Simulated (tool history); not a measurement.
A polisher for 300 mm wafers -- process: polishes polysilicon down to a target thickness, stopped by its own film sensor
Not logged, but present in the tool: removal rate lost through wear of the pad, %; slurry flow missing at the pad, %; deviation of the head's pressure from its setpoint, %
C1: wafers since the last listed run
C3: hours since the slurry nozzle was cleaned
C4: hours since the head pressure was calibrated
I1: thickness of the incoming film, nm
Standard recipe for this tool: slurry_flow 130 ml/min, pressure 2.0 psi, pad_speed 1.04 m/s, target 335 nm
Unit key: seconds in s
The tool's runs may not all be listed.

run 1 hour=0.0 | slurry_flow=130 pressure=2.0 pad_speed=1.04 target=335 | C1=0 wafers_polished_on_this_pad=2923 C3=417.2 C4=97.2 | I1=610.0 | seconds=44.5
-- hour=46.5 slurry nozzle cleaned
run 2 hour=88.6 | slurry_flow=130 pressure=2.0 pad_speed=1.04 target=335 | C1=1197 wafers_polished_on_this_pad=4121 C3=42.1 C4=185.8 | I1=608.1 | seconds=43.1
run 3 hour=171.2 | slurry_flow=130 pressure=2.4 pad_speed=1.04 target=370 | C1=1129 wafers_polished_on_this_pad=5250 C3=124.7 C4=268.4 | I1=597.4 | seconds=30.0
-- hour=176.6 worn pad replaced by a new one
run 4 hour=268.5 | slurry_flow=130 pressure=2.4 pad_speed=1.04 target=370 | C1=1275 wafers_polished_on_this_pad=1256 C3=222.0 C4=365.7 | I1=606.8 | seconds=31.0
run 5 hour=340.6 | slurry_flow=130 pressure=2.0 pad_speed=1.04 target=335 | C1=985 wafers_polished_on_this_pad=2241 C3=294.1 C4=437.8 | I1=609.6 | seconds=42.0
-- hour=425.6 slurry nozzle cleaned
run 6 hour=445.7 | slurry_flow=130 pressure=2.0 pad_speed=1.04 target=335 | C1=1423 wafers_polished_on_this_pad=3664 C3=20.1 C4=542.9 | I1=614.3 | seconds=43.5
run 7 hour=509.3 | slurry_flow=130 pressure=2.0 pad_speed=1.14 target=335 | C1=869 wafers_polished_on_this_pad=4534 C3=83.7 C4=606.5 | I1=620.6 | seconds=39.9
-- hour=539.6 worn pad replaced by a new one
run 8 hour=583.7 | slurry_flow=130 pressure=2.0 pad_speed=1.14 target=335 | C1=962 wafers_polished_on_this_pad=602 C3=158.1 C4=680.9 | I1=620.2 | seconds=39.9
-- hour=762.0 head pressure recalibrated
-- hour=801.4 slurry nozzle cleaned
run 9 hour=806.6 | slurry_flow=130 pressure=2.0 pad_speed=1.14 target=335 | C1=3005 wafers_polished_on_this_pad=3608 C3=5.2 C4=44.6 | I1=612.1 | seconds=42.0
run 10 hour=849.3 | slurry_flow=130 pressure=2.0 pad_speed=1.04 target=335 | C1=583 wafers_polished_on_this_pad=4192 C3=47.9 C4=87.3 | I1=608.3 | seconds=45.0
-- hour=876.2 worn pad replaced by a new one
run 11 hour=935.1 | slurry_flow=150 pressure=1.7 pad_speed=1.04 target=335 | C1=1118 wafers_polished_on_this_pad=804 C3=133.7 C4=173.1 | I1=611.3 | seconds=53.4
run 12 hour=1039.0 | slurry_flow=130 pressure=2.2 pad_speed=1.18 target=335 | C1=1420 wafers_polished_on_this_pad=2224 C3=237.6 C4=277.0 | I1=613.7 | seconds=36.0
run 13 hour=1108.4 | slurry_flow=130 pressure=2.4 pad_speed=1.04 target=250 | C1=948 wafers_polished_on_this_pad=3173 C3=307.0 C4=346.4 | I1=615.5 | seconds=48.2
-- hour=1147.9 slurry nozzle cleaned
-- hour=1209.0 worn pad replaced by a new one
run 14 hour=1211.5 | slurry_flow=130 pressure=2.0 pad_speed=1.04 target=335 | C1=1340 wafers_polished_on_this_pad=34 C3=63.6 C4=449.5 | I1=602.9 | seconds=41.7
run 15 hour=1276.3 | slurry_flow=130 pressure=1.8 pad_speed=0.84 target=409 | C1=885 wafers_polished_on_this_pad=920 C3=128.4 C4=514.3 | I1=604.9 | seconds=42.2
run 16 hour=1313.3 | slurry_flow=130 pressure=2.0 pad_speed=1.04 target=335 | C1=505 wafers_polished_on_this_pad=1426 C3=165.4 C4=551.3 | I1=611.5 | seconds=43.0
run 17 hour=1366.0 | slurry_flow=110 pressure=2.6 pad_speed=0.88 target=335 | C1=720 wafers_polished_on_this_pad=2146 C3=218.1 C4=604.0 | I1=604.5 | seconds=38.0
-- hour=1494.0 slurry nozzle cleaned
-- hour=1506.8 worn pad replaced by a new one
run 18 hour=1681.2 | slurry_flow=130 pressure=2.0 pad_speed=1.04 target=335 | C1=4240 wafers_polished_on_this_pad=2384 C3=187.2 C4=919.2 | I1=608.5 | seconds=41.5
run 19 hour=1737.4 | slurry_flow=110 pressure=2.4 pad_speed=0.76 target=308 | C1=768 wafers_polished_on_this_pad=3152 C3=243.4 C4=975.4 | I1=607.9 | seconds=53.2

Results for each run, recomputed without the tool's hidden state and with each run's random variation untouched:
run=1 seconds=45.7
run=2 seconds=45.2
run=3 seconds=31.9
run=4 seconds=33.4
run=5 seconds=45.6
run=6 seconds=47.7
run=7 seconds=43.8
run=8 seconds=44.0
run=9 seconds=42.1
run=10 seconds=45.7
run=11 seconds=55.5
run=12 seconds=38.2
run=13 seconds=51.5
run=14 seconds=45.1
run=15 seconds=45.9
run=16 seconds=46.9
run=17 seconds=41.5
run=18 seconds=45.9
run=19 seconds=58.9
